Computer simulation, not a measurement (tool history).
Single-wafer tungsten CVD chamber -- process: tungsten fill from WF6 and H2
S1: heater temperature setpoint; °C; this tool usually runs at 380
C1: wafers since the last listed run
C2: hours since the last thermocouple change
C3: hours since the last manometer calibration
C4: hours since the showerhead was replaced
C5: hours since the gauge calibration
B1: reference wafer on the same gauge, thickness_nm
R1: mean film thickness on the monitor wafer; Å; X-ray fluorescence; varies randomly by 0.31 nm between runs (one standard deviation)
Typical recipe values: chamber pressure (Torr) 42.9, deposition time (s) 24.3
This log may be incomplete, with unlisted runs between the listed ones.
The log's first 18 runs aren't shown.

run 19 hour=872.2 | S1=380 chamber_pressure_(Torr)=42.9 deposition_time_(s)=24.3 | C1=1688 C2=289.3 C3=102.3 C4=2788.9 C5=719.7 | B1=48.33 | R1=544.22
run 20 hour=902.4 | S1=374 chamber_pressure_(Torr)=50.3 deposition_time_(s)=24.3 | C1=1101 C2=319.5 C3=132.5 C4=2819.1 C5=749.9 | B1=48.33 | R1=530.29
run 21 hour=950 | S1=380 chamber_pressure_(Torr)=42.9 deposition_time_(s)=24.3 | C1=1736 C2=367.1 C3=180.1 C4=2866.7 C5=797.5 | B1=48.392 | R1=546.51
-- hour=1096.7 showerhead replaced
run 22 hour=1097.2 | S1=380 chamber_pressure_(Torr)=33.9 deposition_time_(s)=23 | C1=5077 C2=514.3 C3=327.3 C4=0.5 C5=944.7 | B1=48.44 | R1=451.67
run 23 hour=1132.4 | S1=380 chamber_pressure_(Torr)=42.9 deposition_time_(s)=26.6 | C1=1283 C2=549.5 C3=362.5 C4=35.7 C5=979.9 | B1=48.46 | R1=601.16
run 24 hour=1202.6 | S1=390 chamber_pressure_(Torr)=42.9 deposition_time_(s)=24.3 | C1=2560 C2=619.7 C3=432.7 C4=105.9 C5=1050.1 | B1=48.631 | R1=659.78
run 25 hour=1263.8 | S1=386 chamber_pressure_(Torr)=47.1 deposition_time_(s)=24.3 | C1=2232 C2=680.9 C3=493.9 C4=167.1 C5=1111.3 | B1=48.587 | R1=640.3
run 26 hour=1293.5 | S1=393 chamber_pressure_(Torr)=42.9 deposition_time_(s)=20 | C1=1083 C2=710.6 C3=523.6 C4=196.8 C5=1141 | B1=48.539 | R1=581.08
run 27 hour=1319.9 | S1=387 chamber_pressure_(Torr)=50.6 deposition_time_(s)=28.5 | C1=962 C2=737 C3=550 C4=223.2 C5=1167.4 | B1=48.423 | R1=801.61
run 28 hour=1367.9 | S1=380 chamber_pressure_(Torr)=36.3 deposition_time_(s)=26.8 | C1=1750 C2=785 C3=598 C4=271.2 C5=1215.4 | B1=48.461 | R1=541.77
run 29 hour=1422.9 | S1=390 chamber_pressure_(Torr)=42.9 deposition_time_(s)=24.3 | C1=2006 C2=840 C3=653 C4=326.2 C5=1270.4 | B1=48.332 | R1=662.96
run 30 hour=1452.4 | S1=380 chamber_pressure_(Torr)=42.9 deposition_time_(s)=24.3 | C1=1076 C2=869.5 C3=682.5 C4=355.7 C5=1299.9 | B1=48.504 | R1=547.52
run 31 hour=1488.1 | S1=380 chamber_pressure_(Torr)=42.9 deposition_time_(s)=24.3 | C1=1302 C2=905.2 C3=718.2 C4=391.4 C5=1335.6 | B1=48.504 | R1=544.09
run 32 hour=1518.7 | S1=366 chamber_pressure_(Torr)=40 deposition_time_(s)=26.7 | C1=1116 C2=935.8 C3=748.8 C4=422 C5=1366.2 | B1=48.578 | R1=432.62
run 33 hour=1590.4 | S1=389 chamber_pressure_(Torr)=50 deposition_time_(s)=24.3 | C1=2615 C2=1007.5 C3=820.5 C4=493.7 C5=1437.9 | B1=48.381 | R1=705.68

What if the next run were any one of these 5? Each begins from the tool's condition after run 33:
run A hour=1590.8 | S1=380 chamber_pressure_(Torr)=42.9 deposition_time_(s)=24.3 | C1=14 C2=1007.9 C3=820.9 C4=494.1 C5=1438.3 | B1=? | R1=?
run B hour=1590.8 | S1=365 chamber_pressure_(Torr)=47.7 deposition_time_(s)=21.7 | C1=14 C2=1007.9 C3=820.9 C4=494.1 C5=1438.3 | B1=? | R1=?
run C hour=1590.8 | S1=391 chamber_pressure_(Torr)=37.9 deposition_time_(s)=22.7 | C1=14 C2=1007.9 C3=820.9 C4=494.1 C5=1438.3 | B1=? | R1=?
run D hour=1590.8 | S1=385 chamber_pressure_(Torr)=42.9 deposition_time_(s)=19.6 | C1=14 C2=1007.9 C3=820.9 C4=494.1 C5=1438.3 | B1=? | R1=?
run E hour=1590.8 | S1=380 chamber_pressure_(Torr)=36.4 deposition_time_(s)=28.5 | C1=14 C2=1007.9 C3=820.9 C4=494.1 C5=1438.3 | B1=? | R1=?

run=A B1=48.67 R1=548.43
run=B B1=48.67 R1=383.78
run=C B1=48.67 R1=587.27
run=D B1=48.67 R1=486.68
run=E B1=48.67 R1=583.64
Without the tool's unlogged condition, the same runs would have read:
run=A R1=549.88
run=B R1=384.78
run=C R1=588.83
run=D R1=487.96
run=E R1=585.2
